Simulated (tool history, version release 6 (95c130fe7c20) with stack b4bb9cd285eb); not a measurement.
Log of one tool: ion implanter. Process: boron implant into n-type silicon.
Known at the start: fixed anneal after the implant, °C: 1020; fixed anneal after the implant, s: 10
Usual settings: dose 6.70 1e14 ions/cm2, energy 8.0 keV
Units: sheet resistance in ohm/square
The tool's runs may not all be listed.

run	hour	dose	energy	wafers since the last listed run	hours since the last dose calibration	hours since the extraction supply was calibrated	hours since the gauge calibration	read-back reference wafer on the same gauge, sheet resistance	sheet resistance
1	0.0	6.70	8.0	0	988.0	6002.6	175.9	175.17	179.62
2	28.0	6.70	8.0	536	1016.0	6030.6	203.9	175.14	179.84
3	48.1	6.70	8.0	385	1036.1	6050.7	224.0	175.15	178.89
4	80.5	7.14	8.0	620	1068.5	6083.1	256.4	174.97	170.89
5	98.5	7.14	8.0	344	1086.5	6101.1	274.4	175.06	171.39
6	163.2	6.70	8.0	1239	1151.2	6165.8	339.1	174.89	179.30
7	204.0	6.70	8.0	781	1192.0	6206.6	379.9	175.01	180.39
8	223.9	6.70	8.0	381	1211.9	6226.5	399.8	174.86	180.16
# hour 242.3: extraction supply calibrated
9	255.9	6.70	8.0	459	1243.9	13.6	431.8	175.13	180.46
10	302.1	6.70	8.0	885	1290.1	59.8	478.0	175.07	180.41
11	335.0	6.70	8.0	630	1323.0	92.7	510.9	175.01	179.97
12	358.4	6.70	8.0	448	1346.4	116.1	534.3	174.86	180.49
13	383.2	6.70	8.0	475	1371.2	140.9	559.1	174.97	179.74
14	473.5	6.70	8.0	1730	1461.5	231.2	649.4	174.97	180.89
# hour 502.0: gauge calibrated
15	505.7	5.44	9.0	616	1493.7	263.4	3.7	174.98	210.48
16	525.3	7.95	9.0	375	1513.3	283.0	23.3	174.93	156.04
17	543.5	7.93	8.0	348	1531.5	301.2	41.5	175.13	160.00
18	571.9	5.57	5.5	544	1559.9	329.6	69.9	175.08	221.47
19	604.8	8.48	8.0	630	1592.8	362.5	102.8	174.78	151.86
20	625.4	6.70	8.0	394	1613.4	383.1	123.4	175.02	180.56
21	651.6	7.47	6.5	501	1639.6	409.3	149.6	175.34	173.16
22	683.3	6.70	10.5	607	1671.3	441.0	181.3	174.86	175.36
# hour 695.2: Faraday cup replaced and dose calibrated
23	709.0	6.15	6.0	339	13.8	466.7	207.0	174.94	197.75
24	722.1	5.39	9.0	250	26.9	479.8	220.1	174.84	207.09
25	751.5	6.70	8.0	563	56.3	509.2	249.5	175.03	176.85
26	763.6	5.34	10.5	231	68.4	521.3	261.6	174.86	205.19
27	808.4	5.81	5.5	858	113.2	566.1	306.4	175.20	210.28
28	834.0	6.70	8.0	490	138.8	591.7	332.0	175.03	176.89
29	862.8	5.42	6.0	551	167.6	620.5	360.8	174.80	217.26
30	876.1	5.20	5.5	254	180.9	633.8	374.1	174.84	229.31
31	889.3	8.26	8.0	252	194.1	647.0	387.3	175.25	152.40
32	904.5	6.70	8.0	291	209.3	662.2	402.5	175.14	176.67
33	921.3	5.13	10.0	321	226.1	679.0	419.3	175.27	213.82
34	935.6	4.99	5.0	273	240.4	693.3	433.6	174.92	241.00
35	956.2	6.70	8.0	394	261.0	713.9	454.2	175.04	176.87
36	973.2	6.70	5.5	325	278.0	730.9	471.2	174.97	190.28

The same runs without the tool's hidden state, with the same run-to-run variation:
The hidden state here: deviation of the true dose from the Faraday cup's reading, %; deviation of the true energy from its setpoint, %; gauge reads high (%).
run	sheet resistance
1	176.50
2	176.65
3	175.66
4	167.82
5	168.27
6	175.76
7	176.73
8	176.45
9	176.66
10	176.49
11	175.97
12	176.42
13	175.62
14	176.50
15	204.85
16	152.30
17	156.30
18	215.83
19	148.40
20	175.78
21	169.11
22	170.25
23	197.72
24	207.01
25	176.72
26	204.98
27	209.96
28	176.55
29	216.74
30	228.72
31	152.03
32	176.15
33	213.07
34	240.18
35	176.22
36	189.63

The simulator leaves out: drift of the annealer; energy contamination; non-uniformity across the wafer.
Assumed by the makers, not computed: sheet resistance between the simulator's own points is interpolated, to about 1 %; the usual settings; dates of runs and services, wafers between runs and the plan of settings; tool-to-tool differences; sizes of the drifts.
